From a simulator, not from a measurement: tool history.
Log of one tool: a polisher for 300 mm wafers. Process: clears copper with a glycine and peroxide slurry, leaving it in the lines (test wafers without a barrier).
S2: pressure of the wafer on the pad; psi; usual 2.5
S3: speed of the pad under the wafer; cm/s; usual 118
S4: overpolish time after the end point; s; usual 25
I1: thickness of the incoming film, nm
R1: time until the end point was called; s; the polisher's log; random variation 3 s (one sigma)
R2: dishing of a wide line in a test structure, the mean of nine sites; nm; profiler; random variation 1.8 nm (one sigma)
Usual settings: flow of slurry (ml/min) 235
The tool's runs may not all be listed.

Run 1, hour 0.0: usual settings but S4 22 s; I1 916.4. Result: R1 162.7 s, R2 74.0 nm.
At hour 61.4: worn pad replaced by a new one.
At hour 63.4: head pressure recalibrated.
Run 2, hour 63.9: usual settings but S2 2.1 psi; I1 917.1. Result: R1 189.4 s, R2 70.2 nm.
Run 3, hour 107.5: usual settings but S2 2.1 psi; I1 930.1. Result: R1 191.2 s, R2 68.7 nm.
At hour 132.3: slurry nozzle cleaned.
Run 4, hour 176.3: usual settings but S2 2.1 psi; I1 930.4. Result: R1 183.5 s, R2 70.6 nm.
Run 5, hour 206.7: usual settings; I1 917.2. Result: R1 153.8 s, R2 78.7 nm.
Run 6, hour 235.2: usual settings; I1 920.8. Result: R1 159.0 s, R2 82.8 nm.
Run 7, hour 294.3: usual settings; I1 939.8. Result: R1 158.4 s, R2 79.3 nm.
Run 8, hour 360.7: usual settings; I1 947.7. Result: R1 167.8 s, R2 78.5 nm.
Run 9, hour 387.0: usual settings; I1 930.3. Result: R1 166.1 s, R2 79.3 nm.
Run 10, hour 421.9: usual settings; I1 931.2. Result: R1 165.3 s, R2 80.3 nm.
At hour 451.0: head pressure recalibrated.
Run 11, hour 478.3: usual settings; I1 914.7. Result: R1 167.9 s, R2 78.6 nm.
At hour 524.1: worn pad replaced by a new one.
Run 12, hour 541.4: usual settings but flow of slurry (ml/min) 295, S2 2.0 psi, S3 154 cm/s, S4 16 s; I1 923.6. Result: R1 168.0 s, R2 53.4 nm.
Run 13, hour 577.1: usual settings but S4 16 s; I1 919.4. Result: R1 168.7 s, R2 52.8 nm.
At hour 596.0: slurry nozzle cleaned.
Run 14, hour 639.5: usual settings; I1 935.0. Result: R1 157.8 s, R2 80.8 nm.
Run 15, hour 671.5: usual settings but S4 18 s; I1 934.9. Result: R1 157.7 s, R2 62.3 nm.
Run 16, hour 710.1: usual settings but S3 90 cm/s; I1 931.2. Result: R1 177.1 s, R2 74.1 nm.
Run 17, hour 759.1: usual settings but flow of slurry (ml/min) 305, S2 3.0 psi, S3 94 cm/s; I1 929.7. Result: R1 143.9 s, R2 86.3 nm.
Run 18, hour 836.4: usual settings but S2 2.7 psi, S4 39 s; I1 924.6. Result: R1 154.7 s, R2 106.9 nm.
Run 19, hour 879.9: usual settings but S2 1.9 psi; I1 936.2. Result: R1 207.2 s, R2 65.2 nm.
At hour 888.2: head pressure recalibrated.
Run 20, hour 910.6: usual settings but S3 96 cm/s, S4 12 s; I1 931.4. Result: R1 182.0 s, R2 40.4 nm.
Run 21, hour 970.5: usual settings but S3 156 cm/s, S4 15 s; I1 931.6. Result: R1 145.5 s, R2 56.6 nm.
At hour 994.2: worn pad replaced by a new one.
Run 22, hour 1028.9: usual settings; I1 933.6. Result: R1 178.6 s, R2 77.4 nm.
Run 23, hour 1063.0: usual settings; I1 921.7. Result: R1 174.2 s, R2 76.1 nm.
At hour 1076.3: slurry nozzle cleaned.
Run 24, hour 1106.3: usual settings but S2 2.0 psi; I1 940.1. Result: R1 195.0 s, R2 70.8 nm.
Run 25, hour 1163.9: usual settings; I1 939.2. Result: R1 160.2 s, R2 82.5 nm.
Run 26, hour 1229.0: usual settings but flow of slurry (ml/min) 305, S4 14 s; I1 915.8. Result: R1 151.6 s, R2 52.7 nm.
At hour 1276.8: head pressure recalibrated.
Run 27, hour 1301.7: usual settings but S4 34 s; I1 920.8. Result: R1 163.2 s, R2 96.9 nm.
Run 28, hour 1372.4: usual settings but flow of slurry (ml/min) 305; I1 948.8. Result: R1 163.5 s, R2 77.5 nm.
Run 29, hour 1408.8: usual settings; I1 930.0. Result: R1 171.9 s, R2 77.4 nm.
At hour 1441.2: worn pad replaced by a new one.
Run 30, hour 1475.5: usual settings but S3 100 cm/s; I1 929.1. Result: R1 184.4 s, R2 69.6 nm.
Run 31, hour 1505.6: usual settings but flow of slurry (ml/min) 280, S3 106 cm/s; I1 919.9. Result: R1 176.8 s, R2 72.8 nm.
At hour 1522.1: slurry nozzle cleaned.
Run 32, hour 1545.1: usual settings but flow of slurry (ml/min) 280; I1 928.1. Result: R1 154.1 s, R2 79.5 nm.
Run 33, hour 1573.7: usual settings but flow of slurry (ml/min) 290; I1 930.1. Result: R1 155.5 s, R2 83.5 nm.
Run 34, hour 1611.9: usual settings but S3 132 cm/s, S4 31 s; I1 923.5. Result: R1 155.1 s, R2 95.1 nm.

4 ways to go on from here, each from the tool as it stands after run 34. What would each give?
Run A, hour 1612.4: usual settings; I1 931.5. Result: R1 ?, R2 ?.
Run B, hour 1612.4: usual settings but flow of slurry (ml/min) 185, S4 14 s; I1 931.5. Result: R1 ?, R2 ?.
Run C, hour 1612.4: usual settings but S2 1.9 psi, S4 18 s; I1 931.5. Result: R1 ?, R2 ?.
Run D, hour 1612.4: usual settings but S4 12 s; I1 931.5. Result: R1 ?, R2 ?.

run     R1    R2
  A  160.2  81.0
  B  166.6  50.1
  C  200.3  52.0
  D  160.2  45.4
Without the tool's hidden state the same runs would have given:
run     R1    R2
  A  157.8  81.9
  B  163.3  50.9
  C  197.2  52.7
  D  157.8  46.0
